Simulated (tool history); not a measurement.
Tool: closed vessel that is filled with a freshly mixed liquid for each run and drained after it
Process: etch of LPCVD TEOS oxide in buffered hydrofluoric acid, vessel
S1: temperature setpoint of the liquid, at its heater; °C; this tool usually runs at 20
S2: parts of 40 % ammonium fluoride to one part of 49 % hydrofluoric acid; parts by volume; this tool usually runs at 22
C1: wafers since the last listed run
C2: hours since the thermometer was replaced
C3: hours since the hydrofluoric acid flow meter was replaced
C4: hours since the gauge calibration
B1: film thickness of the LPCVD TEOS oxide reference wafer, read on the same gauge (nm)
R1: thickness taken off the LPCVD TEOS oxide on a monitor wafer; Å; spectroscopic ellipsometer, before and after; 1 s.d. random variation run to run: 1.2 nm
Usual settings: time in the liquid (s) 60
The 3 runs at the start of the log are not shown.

{"run": 4, "hour": 75.8, "S1": 20, "S2": 24.5, "time in the liquid (s)": 60, "C1": 4139, "C2": 1831, "C3": 158.6, "C4": 968.3, "B1": 125.31, "R1": 1261.8}
{"run": 5, "hour": 104.7, "S1": 20, "S2": 24.5, "time in the liquid (s)": 60, "C1": 3539, "C2": 1859.9, "C3": 187.5, "C4": 997.2, "B1": 125.6, "R1": 1276.9}
{"hour": 118.8, "done": "gauge calibrated"}
{"run": 6, "hour": 119.5, "S1": 20, "S2": 22, "time in the liquid (s)": 40, "C1": 1812, "C2": 1874.7, "C3": 202.3, "C4": 0.7, "B1": 120.02, "R1": 870.2}
{"run": 7, "hour": 154.5, "S1": 20, "S2": 22, "time in the liquid (s)": 60, "C1": 4286, "C2": 1909.7, "C3": 237.3, "C4": 35.7, "B1": 120.01, "R1": 1284}
{"run": 8, "hour": 175.7, "S1": 17, "S2": 22, "time in the liquid (s)": 60, "C1": 2596, "C2": 1930.9, "C3": 258.5, "C4": 56.9, "B1": 120.03, "R1": 1083.4}
{"run": 9, "hour": 211.0, "S1": 20, "S2": 19, "time in the liquid (s)": 45, "C1": 4322, "C2": 1966.2, "C3": 293.8, "C4": 92.2, "B1": 120.03, "R1": 1098.3}
{"run": 10, "hour": 223.6, "S1": 20, "S2": 22, "time in the liquid (s)": 60, "C1": 1542, "C2": 1978.8, "C3": 306.4, "C4": 104.8, "B1": 120.07, "R1": 1311.1}
{"run": 11, "hour": 257.2, "S1": 17, "S2": 29.5, "time in the liquid (s)": 60, "C1": 4114, "C2": 2012.4, "C3": 340, "C4": 138.4, "B1": 120.09, "R1": 898.8}
{"run": 12, "hour": 278.6, "S1": 21.5, "S2": 22, "time in the liquid (s)": 70, "C1": 2620, "C2": 2033.8, "C3": 361.4, "C4": 159.8, "B1": 120.11, "R1": 1639.8}
{"run": 13, "hour": 291.9, "S1": 20, "S2": 22, "time in the liquid (s)": 60, "C1": 1628, "C2": 2047.1, "C3": 374.7, "C4": 173.1, "B1": 120.17, "R1": 1316.5}
{"run": 14, "hour": 320.3, "S1": 20, "S2": 22, "time in the liquid (s)": 60, "C1": 3477, "C2": 2075.5, "C3": 403.1, "C4": 201.5, "B1": 120.22, "R1": 1312.7}
{"run": 15, "hour": 353.9, "S1": 20, "S2": 28.5, "time in the liquid (s)": 60, "C1": 4114, "C2": 2109.1, "C3": 436.7, "C4": 235.1, "B1": 120.28, "R1": 1080}
{"hour": 389.0, "done": "thermometer replaced"}
{"run": 16, "hour": 396.2, "S1": 20, "S2": 24.5, "time in the liquid (s)": 60, "C1": 5057, "C2": 7.2, "C3": 479, "C4": 277.4, "B1": 120.39, "R1": 1216.2}
{"run": 17, "hour": 431.7, "S1": 20, "S2": 22, "time in the liquid (s)": 60, "C1": 4347, "C2": 42.7, "C3": 514.5, "C4": 312.9, "B1": 120.48, "R1": 1321.5}
{"run": 18, "hour": 454.7, "S1": 17, "S2": 15.5, "time in the liquid (s)": 80, "C1": 2816, "C2": 65.7, "C3": 537.5, "C4": 335.9, "B1": 120.55, "R1": 2044}
{"run": 19, "hour": 469.1, "S1": 17, "S2": 18, "time in the liquid (s)": 60, "C1": 1763, "C2": 80.1, "C3": 551.9, "C4": 350.3, "B1": 120.6, "R1": 1308.5}
{"run": 20, "hour": 495.5, "S1": 20, "S2": 13, "time in the liquid (s)": 60, "C1": 3232, "C2": 106.5, "C3": 578.3, "C4": 376.7, "B1": 120.68, "R1": 2141.9}

Forecast run 21:
{"run": 21, "hour": 529.2, "S1": 20, "S2": 22, "time in the liquid (s)": 45, "C1": 4126, "C2": 140.2, "C3": 612, "C4": 410.4, "B1": "?", "R1": "?"}

B1: 120.84
R1: 992.6 Å
With the hidden condition absent and the run-to-run variation left alone, this run would have shown R1 985.7 Å.
